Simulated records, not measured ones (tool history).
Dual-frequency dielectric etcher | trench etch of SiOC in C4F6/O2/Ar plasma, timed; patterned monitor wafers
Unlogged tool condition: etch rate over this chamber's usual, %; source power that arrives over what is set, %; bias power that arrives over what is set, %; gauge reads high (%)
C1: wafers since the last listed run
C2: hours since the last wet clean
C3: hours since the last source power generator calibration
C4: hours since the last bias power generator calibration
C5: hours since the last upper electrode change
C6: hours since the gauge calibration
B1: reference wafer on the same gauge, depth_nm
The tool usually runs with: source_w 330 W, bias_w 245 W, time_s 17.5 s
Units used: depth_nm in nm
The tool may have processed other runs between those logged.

{"run": 1, "day": 0.0, "source_w": 330, "bias_w": 245, "time_s": 17.5, "C1": 0, "C2": 11.5, "C3": 1737.8, "C4": 110.8, "C5": 4273.3, "C6": 87.6, "B1": 30.49, "depth_nm": 34}
{"run": 2, "day": 2.596, "source_w": 330, "bias_w": 245, "time_s": 17.5, "C1": 1020, "C2": 73.8, "C3": 1800.1, "C4": 173.1, "C5": 4335.6, "C6": 149.9, "B1": 30.49, "depth_nm": 34}
{"run": 3, "day": 3.654, "source_w": 330, "bias_w": 245, "time_s": 17.5, "C1": 415, "C2": 99.2, "C3": 1825.5, "C4": 198.5, "C5": 4361, "C6": 175.3, "B1": 30.47, "depth_nm": 33.97}
{"run": 4, "day": 5.346, "source_w": 330, "bias_w": 245, "time_s": 17.5, "C1": 664, "C2": 139.8, "C3": 1866.1, "C4": 239.1, "C5": 4401.6, "C6": 215.9, "B1": 30.51, "depth_nm": 33.94}
{"run": 5, "day": 7.846, "source_w": 330, "bias_w": 245, "time_s": 16, "C1": 982, "C2": 199.8, "C3": 1926.1, "C4": 299.1, "C5": 4461.6, "C6": 275.9, "B1": 30.48, "depth_nm": 30.99}
{"run": 6, "day": 10.625, "source_w": 330, "bias_w": 245, "time_s": 17.5, "C1": 1092, "C2": 266.5, "C3": 1992.8, "C4": 365.8, "C5": 4528.3, "C6": 342.6, "B1": 30.5, "depth_nm": 34.01}
{"run": 7, "day": 13.2, "source_w": 330, "bias_w": 245, "time_s": 17.5, "C1": 1012, "C2": 328.3, "C3": 2054.6, "C4": 427.6, "C5": 4590.1, "C6": 404.4, "B1": 30.51, "depth_nm": 34}
{"run": 8, "day": 15.075, "source_w": 330, "bias_w": 245, "time_s": 17.5, "C1": 736, "C2": 373.3, "C3": 2099.6, "C4": 472.6, "C5": 4635.1, "C6": 449.4, "B1": 30.54, "depth_nm": 33.93}
{"day": 17.108, "done": "wet clean of the chamber"}
{"run": 9, "day": 22.35, "source_w": 410, "bias_w": 206, "time_s": 13, "C1": 2466, "C2": 125.8, "C3": 2274.2, "C4": 647.2, "C5": 4809.7, "C6": 624, "B1": 30.48, "depth_nm": 26.3}
{"run": 10, "day": 24.675, "source_w": 330, "bias_w": 270, "time_s": 17.5, "C1": 913, "C2": 181.6, "C3": 2330, "C4": 703, "C5": 4865.5, "C6": 679.8, "B1": 30.47, "depth_nm": 34.8}
{"day": 26.179, "done": "upper electrode replaced"}
{"run": 11, "day": 26.321, "source_w": 330, "bias_w": 245, "time_s": 13.5, "C1": 253, "C2": 221.1, "C3": 2369.5, "C4": 742.5, "C5": 3.4, "C6": 719.3, "B1": 30.48, "depth_nm": 26.18}
{"day": 28.079, "done": "source power generator calibrated"}
{"run": 12, "day": 28.85, "source_w": 380, "bias_w": 245, "time_s": 17.5, "C1": 928, "C2": 281.8, "C3": 18.5, "C4": 803.2, "C5": 64.1, "C6": 780, "B1": 30.48, "depth_nm": 37.25}
{"run": 13, "day": 30.354, "source_w": 330, "bias_w": 245, "time_s": 17.5, "C1": 591, "C2": 317.9, "C3": 54.6, "C4": 839.3, "C5": 100.2, "C6": 816.1, "B1": 30.53, "depth_nm": 35.11}
{"run": 14, "day": 31.879, "source_w": 360, "bias_w": 273, "time_s": 22, "C1": 599, "C2": 354.5, "C3": 91.2, "C4": 875.9, "C5": 136.8, "C6": 852.7, "B1": 30.51, "depth_nm": 47.05}
{"run": 15, "day": 33.104, "source_w": 400, "bias_w": 245, "time_s": 20.5, "C1": 481, "C2": 383.9, "C3": 120.6, "C4": 905.3, "C5": 166.2, "C6": 882.1, "B1": 30.5, "depth_nm": 44.5}
{"run": 16, "day": 35.925, "source_w": 330, "bias_w": 245, "time_s": 21, "C1": 1108, "C2": 451.6, "C3": 188.3, "C4": 973, "C5": 233.9, "C6": 949.8, "B1": 30.48, "depth_nm": 42.09}
{"day": 38.167, "done": "wet clean of the chamber"}
{"run": 17, "day": 38.188, "source_w": 250, "bias_w": 215, "time_s": 21.5, "C1": 496, "C2": 0.5, "C3": 242.6, "C4": 1027.3, "C5": 288.2, "C6": 1004.1, "B1": 30.47, "depth_nm": 37.16}
{"run": 18, "day": 39.488, "source_w": 330, "bias_w": 245, "time_s": 17.5, "C1": 510, "C2": 31.7, "C3": 273.8, "C4": 1058.5, "C5": 319.4, "C6": 1035.3, "B1": 30.47, "depth_nm": 35.25}
{"run": 19, "day": 42.029, "source_w": 390, "bias_w": 245, "time_s": 17.5, "C1": 998, "C2": 92.7, "C3": 334.8, "C4": 1119.5, "C5": 380.4, "C6": 1096.3, "B1": 30.47, "depth_nm": 37.5}
{"run": 20, "day": 44.346, "source_w": 330, "bias_w": 245, "time_s": 17.5, "C1": 910, "C2": 148.3, "C3": 390.4, "C4": 1175.1, "C5": 436, "C6": 1151.9, "B1": 30.49, "depth_nm": 35.02}
{"run": 21, "day": 46.85, "source_w": 400, "bias_w": 271, "time_s": 21.5, "C1": 984, "C2": 208.4, "C3": 450.5, "C4": 1235.2, "C5": 496.1, "C6": 1212, "B1": 30.52, "depth_nm": 47.89}
{"run": 22, "day": 49.483, "source_w": 330, "bias_w": 284, "time_s": 14.5, "C1": 1034, "C2": 271.6, "C3": 513.7, "C4": 1298.4, "C5": 559.3, "C6": 1275.2, "B1": 30.5, "depth_nm": 30.17}
{"run": 23, "day": 51.429, "source_w": 330, "bias_w": 273, "time_s": 17.5, "C1": 764, "C2": 318.3, "C3": 560.4, "C4": 1345.1, "C5": 606, "C6": 1321.9, "B1": 30.49, "depth_nm": 36.02}
{"day": 53.017, "done": "source power generator calibrated, repeated, since the last time left the tool worse"}
{"run": 24, "day": 53.375, "source_w": 390, "bias_w": 209, "time_s": 15, "C1": 699, "C2": 365, "C3": 8.6, "C4": 1391.8, "C5": 652.7, "C6": 1368.6, "B1": 30.52, "depth_nm": 30.19}
{"run": 25, "day": 55.167, "source_w": 330, "bias_w": 245, "time_s": 17.5, "C1": 704, "C2": 408, "C3": 51.6, "C4": 1434.8, "C5": 695.7, "C6": 1411.6, "B1": 30.5, "depth_nm": 34.23}
{"run": 26, "day": 56.975, "source_w": 260, "bias_w": 245, "time_s": 20.5, "C1": 710, "C2": 451.4, "C3": 95, "C4": 1478.2, "C5": 739.1, "C6": 1455, "B1": 30.48, "depth_nm": 36.4}
{"run": 27, "day": 59.675, "source_w": 330, "bias_w": 245, "time_s": 17.5, "C1": 1061, "C2": 516.2, "C3": 159.8, "C4": 1543, "C5": 803.9, "C6": 1519.8, "B1": 30.5, "depth_nm": 34.24}
{"day": 60.183, "done": "gauge calibrated"}
{"day": 61.179, "done": "wet clean of the chamber"}
{"run": 28, "day": 61.2, "source_w": 330, "bias_w": 275, "time_s": 21.5, "C1": 206, "C2": 0.5, "C3": 196.4, "C4": 1579.6, "C5": 840.5, "C6": 24.4, "B1": 30.49, "depth_nm": 43.37}
{"run": 29, "day": 63.212, "source_w": 250, "bias_w": 245, "time_s": 12.5, "C1": 790, "C2": 48.8, "C3": 244.7, "C4": 1627.9, "C5": 888.8, "C6": 72.7, "B1": 30.47, "depth_nm": 21.73}
{"run": 30, "day": 64.854, "source_w": 250, "bias_w": 215, "time_s": 21.5, "C1": 645, "C2": 88.2, "C3": 284.1, "C4": 1667.3, "C5": 928.2, "C6": 112.1, "B1": 30.49, "depth_nm": 36}

Run-by-run hidden state of the tool:
etch rate over this chamber's usual, %: 0 in every run
bias power that arrives over what is set, %: 0 in every run
gauge reads high (%): 0 in every run
H1: source power that arrives over what is set, %
run=1 H1=-2.33
run=2 H1=-2.42
run=3 H1=-2.46
run=4 H1=-2.52
run=5 H1=-2.62
run=6 H1=-2.72
run=7 H1=-2.81
run=8 H1=-2.88
run=9 H1=-3.15
run=10 H1=-3.24
run=11 H1=-3.3
run=12 H1=5.4
run=13 H1=5.34
run=14 H1=5.29
run=15 H1=5.24
run=16 H1=5.14
run=17 H1=5.06
run=18 H1=5.01
run=19 H1=4.91
run=20 H1=4.83
run=21 H1=4.74
run=22 H1=4.64
run=23 H1=4.57
run=24 H1=-0.421
run=25 H1=-0.487
run=26 H1=-0.554
run=27 H1=-0.653
run=28 H1=-0.709
run=29 H1=-0.783
run=30 H1=-0.843
